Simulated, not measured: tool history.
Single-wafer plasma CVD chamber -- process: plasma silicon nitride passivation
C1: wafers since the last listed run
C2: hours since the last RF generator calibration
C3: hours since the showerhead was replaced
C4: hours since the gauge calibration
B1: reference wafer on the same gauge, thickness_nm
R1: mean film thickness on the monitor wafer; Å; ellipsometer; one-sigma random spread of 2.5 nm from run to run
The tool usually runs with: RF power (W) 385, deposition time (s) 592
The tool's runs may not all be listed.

{"run": 1, "day": 0.0, "RF power (W)": 385, "deposition time (s)": 592, "C1": 0, "C2": 2455, "C3": 5879.1, "C4": 265.6, "B1": 685.953, "R1": 8530.01}
{"run": 2, "day": 0.754, "RF power (W)": 385, "deposition time (s)": 592, "C1": 54, "C2": 2473.1, "C3": 5897.2, "C4": 283.7, "B1": 685.127, "R1": 8546.65}
{"day": 0.825, "done": "gauge calibrated"}
{"run": 3, "day": 1.538, "RF power (W)": 385, "deposition time (s)": 592, "C1": 56, "C2": 2491.9, "C3": 5916, "C4": 17.1, "B1": 693.107, "R1": 8656.7}
{"run": 4, "day": 2.829, "RF power (W)": 385, "deposition time (s)": 592, "C1": 92, "C2": 2522.9, "C3": 5947, "C4": 48.1, "B1": 693.119, "R1": 8597.46}
{"run": 5, "day": 3.783, "RF power (W)": 385, "deposition time (s)": 592, "C1": 68, "C2": 2545.8, "C3": 5969.9, "C4": 71, "B1": 692.38, "R1": 8628.48}
{"run": 6, "day": 4.8, "RF power (W)": 340, "deposition time (s)": 536, "C1": 73, "C2": 2570.2, "C3": 5994.3, "C4": 95.4, "B1": 691.231, "R1": 7480.99}
{"run": 7, "day": 5.925, "RF power (W)": 340, "deposition time (s)": 536, "C1": 80, "C2": 2597.2, "C3": 6021.3, "C4": 122.4, "B1": 690.705, "R1": 7441.38}
{"run": 8, "day": 7.129, "RF power (W)": 385, "deposition time (s)": 639, "C1": 86, "C2": 2626.1, "C3": 6050.2, "C4": 151.3, "B1": 690.053, "R1": 9301.23}
{"day": 8.004, "done": "RF generator calibrated"}
{"run": 9, "day": 8.5, "RF power (W)": 385, "deposition time (s)": 592, "C1": 74, "C2": 11.9, "C3": 6083.1, "C4": 184.2, "B1": 688.455, "R1": 8587.59}
{"run": 10, "day": 9.067, "RF power (W)": 385, "deposition time (s)": 592, "C1": 40, "C2": 25.5, "C3": 6096.7, "C4": 197.8, "B1": 689.03, "R1": 8552.61}
{"day": 10.225, "done": "showerhead replaced"}
{"run": 11, "day": 10.246, "RF power (W)": 415, "deposition time (s)": 493, "C1": 60, "C2": 53.8, "C3": 0.5, "C4": 226.1, "B1": 687.736, "R1": 7349.94}
{"run": 12, "day": 10.575, "RF power (W)": 315, "deposition time (s)": 653, "C1": 23, "C2": 61.7, "C3": 8.4, "C4": 234, "B1": 687.097, "R1": 8834.43}
{"day": 12.921, "done": "gauge calibrated"}
{"run": 13, "day": 14.671, "RF power (W)": 440, "deposition time (s)": 622, "C1": 294, "C2": 160, "C3": 106.7, "C4": 42, "B1": 692.254, "R1": 9550.56}
{"run": 14, "day": 15.829, "RF power (W)": 315, "deposition time (s)": 692, "C1": 83, "C2": 187.8, "C3": 134.5, "C4": 69.8, "B1": 692.326, "R1": 9354.66}
{"run": 15, "day": 17.158, "RF power (W)": 385, "deposition time (s)": 592, "C1": 95, "C2": 219.7, "C3": 166.4, "C4": 101.7, "B1": 690.903, "R1": 8631.21}
{"run": 16, "day": 18.558, "RF power (W)": 420, "deposition time (s)": 629, "C1": 100, "C2": 253.3, "C3": 200, "C4": 135.3, "B1": 690.194, "R1": 9424.91}
{"run": 17, "day": 19.071, "RF power (W)": 450, "deposition time (s)": 546, "C1": 36, "C2": 265.6, "C3": 212.3, "C4": 147.6, "B1": 689.718, "R1": 8388.36}
{"run": 18, "day": 19.792, "RF power (W)": 410, "deposition time (s)": 696, "C1": 51, "C2": 282.9, "C3": 229.6, "C4": 164.9, "B1": 689.273, "R1": 10314.04}

5 ways to go on from here, each from the tool as it stands after run 18. What would each give?
{"run": "A", "day": 19.817, "RF power (W)": 385, "deposition time (s)": 592, "C1": 1, "C2": 283.5, "C3": 230.2, "C4": 165.5, "B1": "?", "R1": "?"}
{"run": "B", "day": 19.817, "RF power (W)": 460, "deposition time (s)": 651, "C1": 1, "C2": 283.5, "C3": 230.2, "C4": 165.5, "B1": "?", "R1": "?"}
{"run": "C", "day": 19.817, "RF power (W)": 385, "deposition time (s)": 532, "C1": 1, "C2": 283.5, "C3": 230.2, "C4": 165.5, "B1": "?", "R1": "?"}
{"run": "D", "day": 19.817, "RF power (W)": 320, "deposition time (s)": 526, "C1": 1, "C2": 283.5, "C3": 230.2, "C4": 165.5, "B1": "?", "R1": "?"}
{"run": "E", "day": 19.817, "RF power (W)": 435, "deposition time (s)": 532, "C1": 1, "C2": 283.5, "C3": 230.2, "C4": 165.5, "B1": "?", "R1": "?"}

run=A B1=689.481 R1=8613.79
run=B B1=689.481 R1=10080.66
run=C B1=689.481 R1=7740.77
run=D B1=689.481 R1=7158.28
run=E B1=689.481 R1=8080.09
With no hidden state in the tool, these same runs would have given:
run=A R1=8657.42
run=B R1=10131.72
run=C R1=7779.98
run=D R1=7194.54
run=E R1=8121.01
